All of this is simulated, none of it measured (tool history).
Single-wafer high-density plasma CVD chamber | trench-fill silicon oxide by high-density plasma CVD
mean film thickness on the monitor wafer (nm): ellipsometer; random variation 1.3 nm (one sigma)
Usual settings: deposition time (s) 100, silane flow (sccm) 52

run	day	deposition time (s)	silane flow (sccm)	wafers since the last listed run	hours since the silane flow controller was replaced	hours since the gauge calibration	read-back reference wafer on the same gauge, thickness_nm	mean film thickness on the monitor wafer (nm)
1	0	100	45	0	3020.8	72.2	477.833	431.005
2	1.408	100	45	297	3054.6	106	477.972	435.675
3	2.067	100	58	139	3070.4	121.8	477.999	532.293
4	2.95	100	52	186	3091.6	143	478.334	486.434
5	4.796	100	52	390	3135.9	187.3	478.08	486.887
6	6.058	100	52	267	3166.2	217.6	477.385	485.221
# day 6.817: gauge calibrated
7	6.971	100	52	193	3188.1	3.7	478.116	489.142
8	10.708	92	45	790	3277.8	93.4	478.228	399.637
9	11.971	95	59	267	3308.1	123.7	478.165	510.271
# day 12.329: silane flow controller replaced
10	13.254	100	52	200	22.2	154.5	477.969	488.989
11	14.592	94	57	282	54.3	186.6	478.065	493.171
12	15.25	100	52	139	70.1	202.4	477.827	487.716
13	16.117	119	47	183	90.9	223.2	478.131	534.83
14	16.633	94	57	109	103.3	235.6	477.974	491.503
15	17.971	112	52	282	135.4	267.7	477.385	546.925

Forecast each of these 3 alternatives for the next run:
A	17.988	100	44	3	135.8	268.1	?	?
B	17.988	114	52	3	135.8	268.1	?	?
C	17.988	111	57	3	135.8	268.1	?	?

run	read-back reference wafer on the same gauge, thickness_nm	mean film thickness on the monitor wafer (nm)
A	478.238	424.851
B	478.238	552.679
C	478.238	579.729
Without the tool's hidden state the same runs would have given:
run	mean film thickness on the monitor wafer (nm)
A	424.851
B	552.679
C	579.729
